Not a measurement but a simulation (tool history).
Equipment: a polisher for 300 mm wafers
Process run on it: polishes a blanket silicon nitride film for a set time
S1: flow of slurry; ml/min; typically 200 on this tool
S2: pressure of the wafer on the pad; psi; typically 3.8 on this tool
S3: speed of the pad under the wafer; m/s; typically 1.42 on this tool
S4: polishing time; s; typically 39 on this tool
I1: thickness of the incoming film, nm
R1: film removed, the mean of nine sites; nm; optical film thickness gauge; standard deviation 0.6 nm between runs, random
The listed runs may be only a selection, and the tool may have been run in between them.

Run 1, day 0.000: usual settings; I1 445.0. Result: R1 99.0 nm.
At day 2.596: worn pad replaced by a new one.
Run 2, day 2.617: usual settings but S3 1.60 m/s; I1 444.0. Result: R1 109.9 nm.
Run 3, day 6.438: usual settings but S3 1.60 m/s; I1 443.2. Result: R1 109.0 nm.
Run 4, day 8.975: usual settings but S3 1.60 m/s; I1 436.2. Result: R1 110.7 nm.
Run 5, day 11.196: usual settings; I1 445.8. Result: R1 98.4 nm.
At day 12.383: slurry nozzle cleaned.
Run 6, day 14.612: usual settings; I1 447.8. Result: R1 99.4 nm.
Run 7, day 27.171: usual settings; I1 431.2. Result: R1 98.3 nm.
At day 27.429: head pressure recalibrated.
Run 8, day 28.854: usual settings but S1 170 ml/min, S3 1.60 m/s; I1 444.0. Result: R1 106.5 nm.
At day 30.658: worn pad replaced by a new one.
Run 9, day 31.971: usual settings but S1 170 ml/min, S3 1.60 m/s; I1 437.7. Result: R1 106.6 nm.
Run 10, day 34.096: usual settings but S2 2.9 psi; I1 438.3. Result: R1 85.8 nm.
Run 11, day 37.617: usual settings but S2 2.9 psi; I1 439.0. Result: R1 84.8 nm.
At day 40.112: slurry nozzle cleaned.
Run 12, day 41.312: usual settings; I1 444.5. Result: R1 99.2 nm.
Run 13, day 43.721: usual settings; I1 438.8. Result: R1 99.5 nm.
Run 14, day 46.908: usual settings; I1 435.2. Result: R1 99.1 nm.
Run 15, day 57.979: usual settings; I1 433.0. Result: R1 99.2 nm.
At day 58.442: worn pad replaced by a new one.
Run 16, day 60.675: usual settings; I1 436.0. Result: R1 100.0 nm.
Run 17, day 63.304: usual settings but S1 230 ml/min, S4 32 s; I1 435.8. Result: R1 83.0 nm.
Run 18, day 65.138: usual settings but S3 1.74 m/s; I1 442.0. Result: R1 117.3 nm.
Run 19, day 68.988: usual settings but S1 160 ml/min, S3 1.76 m/s; I1 432.5. Result: R1 113.5 nm.
At day 71.379: slurry nozzle cleaned.
Run 20, day 73.021: usual settings but S1 130 ml/min, S2 2.9 psi; I1 441.3. Result: R1 77.9 nm.
Run 21, day 76.329: usual settings but S3 1.64 m/s; I1 432.3. Result: R1 112.2 nm.
Run 22, day 78.271: usual settings; I1 446.2. Result: R1 99.2 nm.
Run 23, day 81.000: usual settings but S1 160 ml/min, S3 1.76 m/s; I1 430.9. Result: R1 114.1 nm.
Run 24, day 85.229: usual settings but S1 270 ml/min, S2 4.8 psi, S3 1.60 m/s, S4 29 s; I1 442.6. Result: R1 97.6 nm.
At day 85.746: worn pad replaced by a new one.
At day 88.221: head pressure recalibrated.
Run 25, day 88.488: usual settings but S2 3.0 psi, S3 1.06 m/s; I1 439.7. Result: R1 69.4 nm.
Run 26, day 90.088: usual settings but S1 220 ml/min, S2 2.6 psi, S3 1.12 m/s; I1 436.8. Result: R1 66.8 nm.
Run 27, day 94.567: usual settings but S4 34 s; I1 435.5. Result: R1 86.0 nm.
At day 98.217: slurry nozzle cleaned.
Run 28, day 98.238: usual settings but S4 28 s; I1 445.5. Result: R1 71.1 nm.
Run 29, day 100.825: usual settings but S3 1.10 m/s; I1 440.5. Result: R1 81.4 nm.
Run 30, day 103.925: usual settings but S1 265 ml/min, S4 35 s; I1 447.5. Result: R1 93.4 nm.
Run 31, day 106.400: usual settings but S2 4.2 psi, S3 1.68 m/s, S4 35 s; I1 437.4. Result: R1 108.3 nm.
Run 32, day 110.079: usual settings but S2 3.3 psi; I1 447.9. Result: R1 91.5 nm.
Run 33, day 114.396: usual settings; I1 434.8. Result: R1 100.2 nm.
Run 34, day 116.996: usual settings but S3 1.08 m/s, S4 47 s; I1 438.9. Result: R1 95.8 nm.
At day 117.804: worn pad replaced by a new one.
Run 35, day 121.417: usual settings but S1 165 ml/min; I1 443.9. Result: R1 95.5 nm.
Run 36, day 124.038: usual settings but S1 230 ml/min, S2 3.1 psi, S3 1.00 m/s, S4 33 s; I1 437.4. Result: R1 57.2 nm.
Run 37, day 127.300: usual settings but S1 175 ml/min, S4 46 s; I1 444.8. Result: R1 114.6 nm.
At day 130.238: slurry nozzle cleaned.
Run 38, day 130.392: usual settings but S2 2.9 psi, S4 48 s; I1 445.1. Result: R1 104.5 nm.

Hidden state, per run?
removal rate lost through wear of the pad, %: 0 at every run
slurry flow missing at the pad, %: 0 at every run
deviation of the head's pressure from its setpoint, %: 0 at every run

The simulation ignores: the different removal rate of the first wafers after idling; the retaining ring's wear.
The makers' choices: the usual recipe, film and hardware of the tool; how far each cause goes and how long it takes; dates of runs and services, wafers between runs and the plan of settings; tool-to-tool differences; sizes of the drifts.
